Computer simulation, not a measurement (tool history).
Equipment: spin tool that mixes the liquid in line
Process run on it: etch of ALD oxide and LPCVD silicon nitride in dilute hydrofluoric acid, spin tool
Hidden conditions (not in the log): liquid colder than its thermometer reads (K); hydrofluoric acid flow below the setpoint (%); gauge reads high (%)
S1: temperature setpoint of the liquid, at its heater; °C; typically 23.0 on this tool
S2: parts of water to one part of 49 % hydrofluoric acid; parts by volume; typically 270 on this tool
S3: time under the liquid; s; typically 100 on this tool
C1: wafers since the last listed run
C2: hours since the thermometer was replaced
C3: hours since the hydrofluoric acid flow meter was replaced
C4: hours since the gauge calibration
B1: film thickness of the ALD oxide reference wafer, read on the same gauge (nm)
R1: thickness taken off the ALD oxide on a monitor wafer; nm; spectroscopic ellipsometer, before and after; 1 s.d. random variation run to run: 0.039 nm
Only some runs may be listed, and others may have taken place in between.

run    hour    S1   S2   S3    C1     C2      C3      C4     B1     R1
  1     0.0  23.0  360   60     0   44.6  1380.6   652.7  50.02   2.83
  2    78.0  23.0  270  100   736  122.6  1458.6   730.7  50.00   6.83
  3   154.4  23.0  270   60   721  199.0  1535.0   807.1  49.98   4.13
  4   191.1  26.5  175  100   346  235.7  1571.7   843.8  49.97  13.13
  5   264.4  26.5  175  100   692  309.0  1645.0   917.1  50.00  13.11
  6   330.2  26.5  175  100   621  374.8  1710.8   982.9  50.01  13.07
  7   398.9  23.0  270  100   648  443.5  1779.5  1051.6  49.98   6.75
  8   495.1  23.0  270  100   908  539.7  1875.7  1147.8  49.99   6.71
      542.0  -- gauge calibrated
  9   602.4  23.0  270  100  1013  647.0  1983.0    60.4  50.00   6.68
 10   655.1  21.0  270   85   497  699.7  2035.7   113.1  50.00   5.30
      659.4  -- hydrofluoric acid flow meter replaced
 11   699.1  21.0  270   85   406  743.7    39.7   157.1  49.98   5.25
 12   756.1  23.0  270  100   538  800.7    96.7   214.1  50.02   6.63
      834.2  -- thermometer replaced
 13   863.1  23.0  270  100  1000   28.9   203.7   321.1  50.01   6.44
 14   946.4  23.0  145   75   786  112.2   287.0   404.4  50.01  10.21
 15  1038.2  21.0  270  115   866  204.0   378.8   496.2  50.00   6.83
     1052.2  -- thermometer replaced, repeated, since the last time left the tool worse
 16  1082.0  23.0  270  100   404   29.8   422.6   540.0  49.99   6.86
 17  1163.1  23.0  270  135   765  110.9   503.7   621.1  49.98   9.19
 18  1209.1  23.0  150  130   434  156.9   549.7   667.1  50.01  18.20
 19  1256.2  21.0  380  120   444  204.0   596.8   714.2  49.99   4.88
 20  1323.1  27.5  270  100   631  270.9   663.7   781.1  50.00   7.96
 21  1368.9  21.0  270  100   432  316.7   709.5   826.9  50.00   6.29
 22  1460.3  25.5  165  160   863  408.1   800.9   918.3  50.00  21.64
 23  1525.9  23.0  270  100   619  473.7   866.5   983.9  50.01   6.76
 24  1563.7  27.5  335  150   356  511.5   904.3  1021.7  49.98   8.96
 25  1624.5  25.0  205   40   574  572.3   965.1  1082.5  50.01   4.08

Branching from run 25: 5 alternative next runs. What would each branch give?
  A  1624.9  19.0  270  100   3  572.7  965.5  1082.9   ?   ?
  B  1624.9  24.5  305  125   3  572.7  965.5  1082.9   ?   ?
  C  1624.9  20.5  395  130   3  572.7  965.5  1082.9   ?   ?
  D  1624.9  23.0  270   65   3  572.7  965.5  1082.9   ?   ?
  E  1624.9  25.0  385  130   3  572.7  965.5  1082.9   ?   ?

run     B1    R1
  A  49.99  5.82
  B  49.99  7.61
  C  49.99  4.91
  D  49.99  4.39
  E  49.99  5.92
With no hidden state in the tool, these same runs would have given:
run    R1
  A  5.97
  B  7.80
  C  5.03
  D  4.50
  E  6.05
